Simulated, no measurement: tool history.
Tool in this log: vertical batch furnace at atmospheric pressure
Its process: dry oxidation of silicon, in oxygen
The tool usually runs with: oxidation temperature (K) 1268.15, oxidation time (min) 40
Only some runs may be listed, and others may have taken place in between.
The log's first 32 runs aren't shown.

| run | hour | oxidation temperature (K) | oxidation time (min) | read-back reference wafer on the same gauge, thickness | oxide thickness on the monitor wafer (nm) |
|---|---|---|---|---|---|
| 33 | 2275.7 | 1283.15 | 59.5 | 49.82 | 72.17 |
| 34 | 2352.1 | 1293.15 | 21.5 | 49.83 | 39.94 |
| 35 | 2432.1 | 1288.15 | 22.5 | 49.87 | 39.52 |
| 36 | 2539.8 | 1248.15 | 54 | 50.02 | 52.18 |
| 37 | 2633.1 | 1276.15 | 58.5 | 50.04 | 67.61 |
| 38 | 2712.1 | 1261.15 | 34.5 | 50.01 | 42.4 |
| 39 | 2777.9 | 1256.15 | 24.5 | 50.1 | 32.39 |
| 40 | 2832.4 | 1268.15 | 23 | 50.15 | 34.24 |

Branching from run 40: 3 alternative next runs. What would each branch give?
| A | 2837.8 | 1258.15 | 40 | ? | ? |
| B | 2837.8 | 1268.15 | 49.5 | ? | ? |
| C | 2837.8 | 1276.15 | 50.5 | ? | ? |

| run | read-back reference wafer on the same gauge, thickness | oxide thickness on the monitor wafer (nm) |
|---|---|---|
| A | 50.15 | 46.14 |
| B | 50.15 | 57.46 |
| C | 50.15 | 61.97 |
With no hidden state in the tool, these same runs would have given:
| run | oxide thickness on the monitor wafer (nm) |
|---|---|
| A | 45.64 |
| B | 56.84 |
| C | 61.3 |
